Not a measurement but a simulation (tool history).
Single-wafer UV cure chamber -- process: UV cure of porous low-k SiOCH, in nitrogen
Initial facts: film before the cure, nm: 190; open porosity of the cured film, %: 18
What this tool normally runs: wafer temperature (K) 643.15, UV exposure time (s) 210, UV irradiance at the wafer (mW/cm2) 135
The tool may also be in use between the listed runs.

run,hour,wafer temperature (K),UV exposure time (s),UV irradiance at the wafer (mW/cm2),loss of film thickness in the cure (%)
1,0.0,643.15,165,135,12.235
2,12.8,643.15,165,135,12.434
3,27.1,643.15,165,135,12.299
4,39.3,643.15,210,135,13.562
5,51.9,643.15,210,135,13.448
6,61.4,643.15,210,135,13.570
7,74.1,652.15,155,135,12.304
8,86.1,651.15,210,135,13.436
9,96.3,643.15,265,135,14.594
10,106.7,643.15,210,135,13.595
11,120.5,661.15,315,107,14.738
12,130.2,648.15,295,112,14.389
13,138.4,643.15,210,135,13.703
14,155.3,643.15,210,148,14.087
15,192.8,627.15,245,135,14.069
16,206.7,643.15,210,135,13.634
17,221.8,626.15,210,135,13.196
18,238.3,628.15,285,135,14.847
19,250.0,627.15,310,107,14.080
20,257.3,643.15,150,135,12.054
21,276.4,629.15,90,135,9.136

Removed from this log: 2 entries logged between the listed runs. Between which two listed runs does each belong, and how does the tool's hidden state at the listed run before it compare with that at the listed run after it?
Run 11 -> run 12: quartz window cleaned (hour 128.9)
  both runs share identical hidden conditions
Run 15 -> run 16: UV bulbs replaced (hour 206.1)
  both runs share identical hidden conditions
